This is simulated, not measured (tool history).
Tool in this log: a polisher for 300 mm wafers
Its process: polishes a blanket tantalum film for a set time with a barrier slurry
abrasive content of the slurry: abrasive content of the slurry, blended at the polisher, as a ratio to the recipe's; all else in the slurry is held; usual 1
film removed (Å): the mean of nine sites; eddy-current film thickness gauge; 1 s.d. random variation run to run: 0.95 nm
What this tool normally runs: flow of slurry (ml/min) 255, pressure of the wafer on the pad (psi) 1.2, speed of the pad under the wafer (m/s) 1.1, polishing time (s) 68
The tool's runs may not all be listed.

run	hour	flow of slurry (ml/min)	pressure of the wafer on the pad (psi)	speed of the pad under the wafer (m/s)	abrasive content of the slurry	polishing time (s)	incoming thickness of the incoming film, nm	film removed (Å)
1	0	255	1.2	1.1	1	68	295.4	813
2	18	255	1.2	1.1	1	68	291.1	818
3	32	255	1.2	0.9	1	68	288.4	690
4	45.8	255	1.2	0.9	1	68	294.4	694
# hour 61.1: worn pad replaced by a new one
5	61.6	255	1.2	0.9	1	68	290.7	678
6	75.9	255	1.2	1.1	1	68	292.2	823
7	95.1	255	1.2	1.1	1	68	292.1	808
# hour 102: slurry blender recalibrated
8	123.9	255	1.2	1.1	1	68	288.8	805
9	149.9	255	1	1.1	1	68	292.9	698
10	164.5	215	1.2	1.1	1.15	68	287.9	810
11	193.5	255	1.3	1.1	1	68	288.5	860
# hour 203.9: head pressure recalibrated
12	214.8	255	1.3	1.1	1	68	293.4	834
13	248.2	255	1.3	1.1	1	68	296.1	845
# hour 257.6: worn pad replaced by a new one
14	274.3	255	1.2	1.36	1	68	292.9	961
15	346	255	1.2	1.1	1	68	287.7	782
16	379.4	320	1.5	1.4	1	45	294.8	773
# hour 406.2: slurry nozzle cleaned
17	409.7	315	1.2	1.38	1.1	68	291.9	1040
# hour 463.4: worn pad replaced by a new one
# hour 465.7: slurry blender recalibrated
18	478.2	325	1.5	1.1	1	68	289.1	995
19	513.4	255	1	1.1	1	68	294.8	705
20	526.6	255	1.2	1.22	1	68	290.1	896
21	538.9	320	1.1	1.1	1.15	68	293.3	797
22	571.2	310	1.2	1.1	1	68	287.3	820
23	602	255	1	0.8	1.15	68	289.4	549
# hour 666.9: worn pad replaced by a new one
24	682.7	255	1.2	1.1	1	68	288.4	800
25	704.3	285	1.2	1.42	1	68	289.1	1001
26	731.7	190	1.3	0.86	1	68	289.7	660
27	759.4	255	1.2	1.1	0.8	68	293.5	745
28	786.3	255	1.2	1.1	1	68	293.9	788
29	811.4	255	1.2	1.1	1	68	293	790
# hour 830: slurry blender recalibrated
# hour 832.6: worn pad replaced by a new one
30	852	255	1.2	1.1	1	68	284.3	783
31	866.3	255	1.2	1.1	1	68	290.9	780

Run-by-run hidden state of the tool:
removal rate lost through wear of the pad, %: 0, the same for each run
deviation of the head's pressure from its setpoint, %: 0, the same for each run
abrasive missing from the slurry, %: 0, the same for each run
H1: slurry flow missing at the pad, %
run	H1
1	13.2
2	14.6
3	15.7
4	16.8
5	18
6	19.1
7	20.5
8	22.8
9	24.8
10	25.9
11	28.1
12	29.7
13	32.3
14	34.3
15	39.8
16	42.4
17	8.15
18	13.4
19	16.1
20	17.1
21	18.1
22	20.6
23	22.9
24	29.1
25	30.8
26	32.9
27	35
28	37.1
29	39
30	42.1
31	43.2

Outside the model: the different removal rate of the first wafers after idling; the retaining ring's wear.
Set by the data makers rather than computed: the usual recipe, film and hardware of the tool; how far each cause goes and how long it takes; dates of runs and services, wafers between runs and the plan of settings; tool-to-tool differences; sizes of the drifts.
